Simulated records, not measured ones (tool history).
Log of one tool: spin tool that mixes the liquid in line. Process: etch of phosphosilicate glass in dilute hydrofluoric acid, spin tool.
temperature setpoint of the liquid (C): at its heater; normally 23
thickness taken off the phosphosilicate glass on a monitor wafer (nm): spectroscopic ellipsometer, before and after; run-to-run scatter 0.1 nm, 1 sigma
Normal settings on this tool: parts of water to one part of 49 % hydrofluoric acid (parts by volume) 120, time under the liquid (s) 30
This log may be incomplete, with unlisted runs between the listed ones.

run    hour  temperature setpoint of the liquid (C)  parts of water to one part of 49 % hydrofluoric acid (parts by volume)  time under the liquid (s)  wafers since the last listed run  hours since the thermometer was replaced  hours since the hydrofluoric acid flow meter was replaced  hours since the gauge calibration  read-back film thickness of the phosphosilicate glass reference wafer, read on the same gauge (nm)  thickness taken off the phosphosilicate glass on a monitor wafer (nm)
  1       0                                      21                                                                     120                         30                                 0                                     549.8                                                     1730.5                               2508                                                                                                  60                                                                  13.65
  2      41                                      23                                                                     120                         30                               915                                     590.8                                                     1771.5                               2549                                                                                                  60                                                                  14.96
  3     100                                      23                                                                     120                         30                              1317                                     649.8                                                     1830.5                               2608                                                                                               59.99                                                                  14.83
  4   201.2                                      23                                                                     120                         30                              2259                                       751                                                     1931.7                             2709.2                                                                                               59.97                                                                   14.8
  5   282.4                                      23                                                                     120                         30                              1813                                     832.2                                                     2012.9                             2790.4                                                                                               59.99                                                                     15
      284.8  -- gauge calibrated
  6   351.3                                      23                                                                     120                         30                              1538                                     901.1                                                     2081.8                               66.5                                                                                                  60                                                                  15.17
  7   450.6                                    21.5                                                                     120                         30                              2217                                    1000.4                                                     2181.1                              165.8                                                                                                  60                                                                  14.39
        453  -- hydrofluoric acid flow meter replaced
  8   537.5                                      18                                                                     120                         30                              1918                                    1087.3                                                       84.5                              252.7                                                                                               60.01                                                                  11.66
  9   576.9                                      18                                                                      70                         35                               879                                    1126.7                                                      123.9                              292.1                                                                                               60.02                                                                  24.44
 10   632.7                                      23                                                                     120                         45                              1246                                    1182.5                                                      179.7                              347.9                                                                                               59.98                                                                   21.4
 11   727.7                                    18.5                                                                      75                         45                              2121                                    1277.5                                                      274.7                              442.9                                                                                                  60                                                                  29.91
 12   801.6                                    18.5                                                                     100                         25                              1650                                    1351.4                                                      348.6                              516.8                                                                                               59.99                                                                  12.24
 13   866.8                                      23                                                                     165                         15                              1455                                    1416.6                                                      413.8                                582                                                                                                  60                                                                   4.94
      884.1  -- thermometer replaced
 14   943.5                                      23                                                                     170                         30                              1690                                      59.4                                                      490.5                              658.7                                                                                               59.99                                                                   9.63
 15  1081.8                                      23                                                                     120                         40                              3088                                     197.7                                                      628.8                                797                                                                                               59.99                                                                  19.28
 16  1166.1                                      27                                                                      75                         30                              1882                                       282                                                      713.1                              881.3                                                                                               59.98                                                                  28.62
 17  1218.2                                      27                                                                     120                         30                              1163                                     334.1                                                      765.2                              933.4                                                                                                  60                                                                  16.72
 18  1299.8                                    24.5                                                                     120                         50                              1822                                     415.7                                                      846.8                               1015                                                                                               60.02                                                                  25.81
 19  1358.5                                      23                                                                     120                         30                              1310                                     474.4                                                      905.5                             1073.7                                                                                               60.01                                                                  14.54
 20    1455                                      21                                                                     170                         20                              2154                                     570.9                                                       1002                             1170.2                                                                                                  60                                                                   5.97
 21  1535.1                                    26.5                                                                      70                         40                              1788                                       651                                                     1082.1                             1250.3                                                                                               59.99                                                                  40.77
 22  1642.9                                      23                                                                     120                         30                              2407                                     758.8                                                     1189.9                             1358.1                                                                                                  60                                                                  14.75
 23  1946.4                                      23                                                                     120                         30                              6777                                    1062.3                                                     1493.4                             1661.6                                                                                               59.99                                                                  14.57
 24  2017.5                                      23                                                                     120                         30                              1587                                    1133.4                                                     1564.5                             1732.7                                                                                               60.01                                                                  14.71
 25  2085.2                                      23                                                                     175                         15                              1511                                    1201.1                                                     1632.2                             1800.4                                                                                                  60                                                                   4.76
 26  2183.8                                      20                                                                     180                         15                              2201                                    1299.7                                                     1730.8                               1899                                                                                                  60                                                                   4.12
 27  2235.2                                    19.5                                                                      65                         20                              1147                                    1351.1                                                     1782.2                             1950.4                                                                                               60.01                                                                  16.63
     2291.9  -- thermometer replaced
 28  2299.7                                    25.5                                                                     120                         30                              1418                                       7.8                                                     1846.7                             2014.9                                                                                               59.99                                                                  16.31
 29  2396.9                                      23                                                                     120                         50                              2170                                       105                                                     1943.9                             2112.1                                                                                               60.01                                                                  24.74
 30  2477.9                                      23                                                                     120                         30                              1808                                       186                                                     2024.9                             2193.1                                                                                                  60                                                                  14.84

For run 31, what comes out?
 31  2569                                      23                                                                     120                         30                              2034                                     277.1                                                       2116                             2284.2                                                                                                   ?                                                                      ?

Run 31 produced read-back film thickness of the phosphosilicate glass reference wafer, read on the same gauge (nm) 60, thickness taken off the phosphosilicate glass on a monitor wafer (nm) 14.88.
Had the tool carried no hidden state, the very same run would have given thickness taken off the phosphosilicate glass on a monitor wafer (nm) 14.03.

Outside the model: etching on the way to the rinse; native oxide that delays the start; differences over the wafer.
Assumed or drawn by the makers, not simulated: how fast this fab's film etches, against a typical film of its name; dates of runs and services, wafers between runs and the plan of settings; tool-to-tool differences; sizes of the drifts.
